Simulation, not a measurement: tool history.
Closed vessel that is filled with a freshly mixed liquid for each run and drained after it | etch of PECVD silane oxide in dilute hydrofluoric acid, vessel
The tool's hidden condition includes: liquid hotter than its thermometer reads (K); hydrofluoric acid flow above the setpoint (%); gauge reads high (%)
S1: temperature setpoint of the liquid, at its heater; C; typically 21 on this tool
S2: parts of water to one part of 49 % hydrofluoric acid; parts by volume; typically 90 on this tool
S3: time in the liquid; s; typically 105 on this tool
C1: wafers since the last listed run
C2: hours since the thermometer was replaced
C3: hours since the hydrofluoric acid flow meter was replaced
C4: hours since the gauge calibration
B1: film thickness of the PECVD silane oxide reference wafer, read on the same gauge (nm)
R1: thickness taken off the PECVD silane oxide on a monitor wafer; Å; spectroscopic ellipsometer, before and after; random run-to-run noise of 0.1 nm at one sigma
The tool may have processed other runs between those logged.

run,hour,S1,S2,S3,C1,C2,C3,C4,B1,R1
1,0,21,90,105,0,267.9,1176.5,343.3,110.01,201.8
2,62.5,22,60,105,4905,330.4,1239,405.8,109.97,326.3
3,142.8,22,60,105,6302,410.7,1319.3,486.1,110.01,324.9
4,204.8,22,60,105,4866,472.7,1381.3,548.1,109.98,328
5,283,21,90,105,6137,550.9,1459.5,626.3,110,201.8
# hour 445: hydrofluoric acid flow meter replaced
6,562.5,21,90,105,21857,830.4,117.5,905.8,110.01,205.3
7,622.3,21,90,105,4693,890.2,177.3,965.6,110,205.4
8,694.8,21,90,105,5690,962.7,249.8,1038.1,110.01,204.4
9,759.4,21,90,135,5070,1027.3,314.4,1102.7,110.01,262.6
# hour 799.2: thermometer replaced
10,847.7,17,90,105,6851,48.5,402.7,1191,110.02,170
# hour 860: gauge calibrated
11,927,17,55,40,6223,127.8,482,67,110,110
12,997.5,19,90,105,5533,198.3,552.5,137.5,109.98,185.1
13,1093.2,21,90,105,7510,294,648.2,233.2,110,201.5
14,1163.5,22,60,105,5517,364.3,718.5,303.5,109.99,327.5
15,1224.4,21,90,120,4779,425.2,779.4,364.4,110.01,232.9
16,1289.3,24.5,130,105,5093,490.1,844.3,429.3,109.98,152.1
17,1390.3,21,130,105,7926,591.1,945.3,530.3,110,135.2
18,1457.6,25.5,75,140,5281,658.4,1012.6,597.6,110.02,397.5

Forecast each of these 3 alternatives for the next run:
A,1458.3,21,90,105,54,659.1,1013.3,598.3,?,?
B,1458.3,26,50,165,54,659.1,1013.3,598.3,?,?
C,1458.3,25.5,45,75,54,659.1,1013.3,598.3,?,?

run,B1,R1
A,109.97,203.5
B,109.97,742.1
C,109.97,369.9
What these runs would have given with no unlogged condition in the tool:
run,R1
A,199.3
B,727.3
C,362.4
